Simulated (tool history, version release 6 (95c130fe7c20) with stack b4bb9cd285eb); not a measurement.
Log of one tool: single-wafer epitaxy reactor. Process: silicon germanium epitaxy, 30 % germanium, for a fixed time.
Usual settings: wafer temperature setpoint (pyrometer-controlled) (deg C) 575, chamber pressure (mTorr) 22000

| run | hour | wafer temperature setpoint (pyrometer-controlled) (deg C) | chamber pressure (mTorr) | wafers since the last listed run | hours since the last pyrometer calibration | hours since the last manometer calibration | hours since the showerhead was replaced | hours since the gauge calibration | read-back reference wafer on the same gauge, thickness_nm | mean film thickness on the monitor wafer (nm) |
|---|---|---|---|---|---|---|---|---|---|---|
| 1 | 0.0 | 575 | 25600 | 0 | 1046.6 | 1422.9 | 5735.0 | 274.3 | 39.608 | 44.340 |
| 2 | 62.8 | 575 | 25600 | 828 | 1109.4 | 1485.7 | 5797.8 | 337.1 | 39.567 | 44.089 |
| 3 | 111.2 | 575 | 25600 | 638 | 1157.8 | 1534.1 | 5846.2 | 385.5 | 39.590 | 44.088 |
| 4 | 178.4 | 580 | 22000 | 886 | 1225.0 | 1601.3 | 5913.4 | 452.7 | 39.575 | 46.382 |
| 5 | 210.9 | 575 | 20400 | 428 | 1257.5 | 1633.8 | 5945.9 | 485.2 | 39.573 | 39.907 |
| 6 | 258.7 | 585 | 20000 | 630 | 1305.3 | 1681.6 | 5993.7 | 533.0 | 39.627 | 48.982 |
| 7 | 300.3 | 585 | 20000 | 548 | 1346.9 | 1723.2 | 6035.3 | 574.6 | 39.561 | 48.918 |
| 8 | 365.4 | 585 | 20000 | 859 | 1412.0 | 1788.3 | 6100.4 | 639.7 | 39.635 | 48.954 |
|  | 482.4 | capacitance manometer re-zeroed and calibrated |
|  | 508.7 | gauge calibrated |
| 9 | 571.6 | 575 | 19900 | 2615 | 1618.2 | 89.2 | 6306.6 | 62.9 | 39.608 | 39.509 |
| 10 | 619.1 | 562 | 26800 | 626 | 1665.7 | 136.7 | 6354.1 | 110.4 | 39.619 | 33.745 |
| 11 | 681.2 | 567 | 23400 | 819 | 1727.8 | 198.8 | 6416.2 | 172.5 | 39.631 | 35.879 |
| 12 | 725.1 | 590 | 25500 | 579 | 1771.7 | 242.7 | 6460.1 | 216.4 | 39.606 | 60.380 |
|  | 760.3 | pyrometer calibrated |
|  | 767.4 | showerhead replaced |
| 13 | 767.9 | 575 | 19900 | 365 | 7.6 | 285.5 | 0.5 | 259.2 | 39.608 | 39.601 |
| 14 | 805.1 | 589 | 23900 | 490 | 44.8 | 322.7 | 37.7 | 296.4 | 39.620 | 57.430 |
| 15 | 840.7 | 565 | 25600 | 469 | 80.4 | 358.3 | 73.3 | 332.0 | 39.633 | 35.708 |
| 16 | 896.8 | 575 | 22000 | 740 | 136.5 | 414.4 | 129.4 | 388.1 | 39.598 | 41.507 |
| 17 | 953.4 | 569 | 22000 | 746 | 193.1 | 471.0 | 186.0 | 444.7 | 39.594 | 36.384 |
| 18 | 1015.5 | 561 | 23700 | 819 | 255.2 | 533.1 | 248.1 | 506.8 | 39.609 | 31.343 |
| 19 | 1061.9 | 589 | 23500 | 612 | 301.6 | 579.5 | 294.5 | 553.2 | 39.567 | 57.078 |

Forecast each of these 3 alternatives for the next run:
| A | 1062.3 | 575 | 27200 | 5 | 302.0 | 579.9 | 294.9 | 553.6 | ? | ? |
| B | 1062.3 | 570 | 24100 | 5 | 302.0 | 579.9 | 294.9 | 553.6 | ? | ? |
| C | 1062.3 | 567 | 18100 | 5 | 302.0 | 579.9 | 294.9 | 553.6 | ? | ? |

| run | read-back reference wafer on the same gauge, thickness_nm | mean film thickness on the monitor wafer (nm) |
|---|---|---|
| A | 39.620 | 45.448 |
| B | 39.620 | 38.724 |
| C | 39.620 | 31.959 |
Without the tool's hidden state the same runs would have given:
| run | mean film thickness on the monitor wafer (nm) |
|---|---|
| A | 45.448 |
| B | 38.724 |
| C | 31.959 |

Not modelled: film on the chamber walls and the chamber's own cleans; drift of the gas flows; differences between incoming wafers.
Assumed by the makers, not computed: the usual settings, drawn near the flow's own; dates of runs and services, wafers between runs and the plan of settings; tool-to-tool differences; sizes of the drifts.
